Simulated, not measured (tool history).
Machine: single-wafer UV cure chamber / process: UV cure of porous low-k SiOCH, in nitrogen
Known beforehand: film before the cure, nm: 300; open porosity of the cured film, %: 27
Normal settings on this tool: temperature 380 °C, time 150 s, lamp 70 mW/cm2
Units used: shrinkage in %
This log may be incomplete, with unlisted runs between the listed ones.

run	day	temperature	time	lamp	wafers since the last listed run	hours since the UV bulbs were replaced	wafers since the quartz window was cleaned	shrinkage
1	0.000	366	185	70	0	2001.3	2238	8.431
2	1.092	366	185	70	240	2027.5	2478	8.327
3	2.529	380	150	50	316	2062.0	2795	6.192
4	3.342	380	150	70	178	2081.5	2973	7.334
5	4.754	380	150	70	311	2115.4	3285	7.473
# day 5.800: quartz window cleaned
6	6.142	380	150	70	232	2148.7	74	7.351
7	6.979	380	150	70	184	2168.8	259	7.437
8	7.675	380	150	70	153	2185.5	412	7.197
9	8.862	380	150	70	261	2214.0	674	7.320
10	9.625	380	150	70	167	2232.3	841	7.144
11	12.896	380	150	70	720	2310.8	1562	7.121
12	14.029	380	150	70	249	2338.0	1811	7.202
# day 14.596: UV bulbs replaced
13	14.617	380	150	70	55	0.5	1867	8.836
14	15.588	380	150	70	213	23.8	2081	9.023
15	16.992	380	150	70	309	57.5	2390	9.059
16	17.996	380	150	42	221	81.6	2612	6.758
17	18.929	380	150	42	205	104.0	2817	6.745
18	19.542	380	220	70	134	118.7	2952	10.536
19	20.325	400	85	52	172	137.5	3125	5.593
20	21.779	380	65	70	320	172.4	3445	5.365
# day 22.300: quartz window cleaned
21	22.333	380	150	70	48	185.7	7	8.955
22	23.329	380	150	70	219	209.6	226	8.905
23	24.121	396	150	101	174	228.6	401	10.693
24	24.850	380	120	70	160	246.1	561	7.781
25	26.083	380	180	70	271	275.7	833	9.929
26	27.004	366	150	108	202	297.8	1036	10.316
27	28.238	391	150	70	271	327.4	1307	8.945
28	29.362	380	150	70	247	354.4	1555	8.606
29	30.529	395	205	70	256	382.4	1812	10.382
30	31.862	399	185	46	293	414.4	2106	7.928
31	32.558	368	85	70	153	431.1	2259	6.085
32	33.117	380	70	70	122	444.5	2382	5.361
33	34.029	380	150	70	200	466.4	2583	8.606
34	35.254	380	115	70	269	495.8	2853	7.404

Here are 4 independent what-if runs from the current tool condition. What would each one return?
A	35.275	380	110	70	4	496.3	2857	?
B	35.275	380	230	86	4	496.3	2857	?
C	35.275	392	150	70	4	496.3	2857	?
D	35.275	369	185	70	4	496.3	2857	?

run	shrinkage
A	7.173
B	11.380
C	8.726
D	9.242
With no hidden state in the tool, these same runs would have given:
run	shrinkage
A	7.611
B	11.860
C	9.184
D	9.704
